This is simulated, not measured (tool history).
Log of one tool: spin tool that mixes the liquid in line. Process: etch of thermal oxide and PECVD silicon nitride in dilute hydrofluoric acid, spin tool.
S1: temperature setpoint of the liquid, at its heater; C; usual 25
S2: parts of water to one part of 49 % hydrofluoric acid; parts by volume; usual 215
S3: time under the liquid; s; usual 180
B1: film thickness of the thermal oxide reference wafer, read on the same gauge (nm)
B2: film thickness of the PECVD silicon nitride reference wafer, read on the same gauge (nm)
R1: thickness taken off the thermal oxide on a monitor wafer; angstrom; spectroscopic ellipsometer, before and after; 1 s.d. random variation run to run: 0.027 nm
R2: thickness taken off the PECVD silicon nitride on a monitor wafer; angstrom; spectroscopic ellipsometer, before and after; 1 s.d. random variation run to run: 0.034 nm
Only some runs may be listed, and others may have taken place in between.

run	hour	S1	S2	S3	B1	B2	R1	R2
1	0	25	175	180	39.999	109.998	45.7	19.84
2	10.1	25	215	180	40.023	110.01	35.66	15.35
3	27.6	25	215	180	40.005	109.993	35.88	17.04
4	45.1	25	215	180	39.991	109.984	35.57	16.34
5	54	25	215	180	39.991	109.991	35.91	16.7
6	64.3	25	215	180	39.989	110.002	35.78	16.28
7	72.3	25	215	180	39.999	109.98	36.7	16.95
8	89.9	25	215	180	40.02	110.01	36.25	16.58
9	99.8	25	215	180	40.006	109.983	35.73	17.03
10	115.9	25	295	180	39.99	110.002	24.15	12.09
# hour 119.8: thermometer replaced
11	126.4	25	160	270	40.01	109.987	71.78	27.73
12	139.1	25	215	180	40.012	110.016	33.3	14.06
13	152.1	21	305	180	40.034	109.987	18.51	7.7
14	168.1	27	320	100	40.018	110.018	11.92	6
15	177.6	25	300	180	39.998	110.003	22.1	10.21
16	190.3	21.5	140	255	39.981	109.991	68.41	23.62
17	198.2	25	315	180	39.999	110.004	20.4	9.62
18	213.8	25	255	180	40.001	109.983	27.17	12.28
19	220.9	20.5	250	225	39.98	109.983	29.59	11.38
20	228.9	28.5	265	120	40.026	109.984	19.24	9.7
21	239.9	25	215	180	40.003	109.995	33.68	14.51
# hour 246.6: gauge calibrated
22	256.4	25	215	180	39.971	109.977	33.13	14.38
23	269.5	27.5	250	140	39.998	110.021	23.38	10.97
24	276.2	25	215	180	39.962	110.01	33.4	13.83
25	288	21	320	70	39.987	109.996	6.78	2.84
26	299.4	21.5	215	180	39.998	109.999	29.06	11.12

Forecast each of these 4 alternatives for the next run:
A	299.9	25	215	180	?	?	?	?
B	299.9	27	110	180	?	?	?	?
C	299.9	25	145	150	?	?	?	?
D	299.9	25	280	105	?	?	?	?

run	B1	B2	R1	R2
A	39.949	109.996	33.7	14.21
B	39.949	109.996	80.44	31.5
C	39.949	109.996	45.12	17.54
D	39.949	109.996	14.09	6.37
The same runs, with their run-to-run variation unchanged, on a tool lacking any hidden condition would have given:
run	R1	R2
A	32.9	13.63
B	78.41	30.18
C	43.99	16.81
D	13.77	6.11
